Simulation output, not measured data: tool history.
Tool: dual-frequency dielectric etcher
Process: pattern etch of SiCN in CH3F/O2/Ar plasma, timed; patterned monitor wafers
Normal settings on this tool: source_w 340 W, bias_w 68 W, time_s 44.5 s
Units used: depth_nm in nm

run    hour  source_w  bias_w  time_s  read-back reference wafer on the same gauge, depth_nm  depth_nm
  1     0.0       320      64    44.5                                                  12.68     13.91
       94.3  -- wet clean of the chamber
  2    96.9       320      64    44.5                                                  12.69     13.88
  3   162.5       340      68    44.5                                                  12.70     14.56
  4   200.7       340      68    44.5                                                  12.70     14.58
  5   270.4       340      64    44.5                                                  12.70     14.22
  6   310.8       340      64    44.5                                                  12.70     14.17
  7   383.1       340      68    44.5                                                  12.72     14.50
  8   439.3       340      68    44.5                                                  12.71     14.49
      481.0  -- wet clean of the chamber
  9   501.0       340      68    44.5                                                  12.71     14.57
 10   568.3       340      68    44.5                                                  12.70     14.53
 11   658.7       340      74    44.5                                                  12.70     15.09
      723.3  -- bias power generator calibrated
      731.0  -- upper electrode replaced, of another model than before
 12   740.8       340      68    44.5                                                  12.71     14.85
      863.3  -- wet clean of the chamber
 13   863.8       320      64    44.5                                                  12.70     14.03
 14   910.5       340      68    44.5                                                  12.72     14.86
 15  1018.0       340      68    44.5                                                  12.69     14.78
     1025.6  -- source power generator calibrated
 16  1080.0       340      68    44.5                                                  12.70     14.85
     1228.1  -- wet clean of the chamber
     1233.1  -- gauge calibrated
 17  1287.1       340      68    33.5                                                  12.70     11.18
 18  1346.8       340      80    49.5                                                  12.70     18.14
 19  1421.0       410      57    57.5                                                  12.69     17.60
 20  1499.4       340      68    44.5                                                  12.70     14.76
     1574.9  -- wet clean of the chamber
 21  1581.9       390      73    56.5                                                  12.70     20.04
 22  1635.7       300      52    32.0                                                  12.70      8.62
 23  1692.6       260      68    53.0                                                  12.69     16.67
 24  1746.1       300      64    48.0                                                  12.69     14.79
 25  1814.5       410      68    52.5                                                  12.69     17.86

Predict each of these 4 candidate next runs independently; none follows another, all start after run 25:
  A  1814.9       340      68    44.5                                                      ?         ?
  B  1814.9       280      68    44.5                                                      ?         ?
  C  1814.9       310      57    57.0                                                      ?         ?
  D  1814.9       290      55    41.0                                                      ?         ?

run  read-back reference wafer on the same gauge, depth_nm  depth_nm
  A                                                  12.70     14.64
  B                                                  12.70     14.15
  C                                                  12.70     16.40
  D                                                  12.70     11.37
Had the tool no hidden state, the same runs would have come out as:
run  depth_nm
  A     14.76
  B     14.27
  C     16.53
  D     11.46
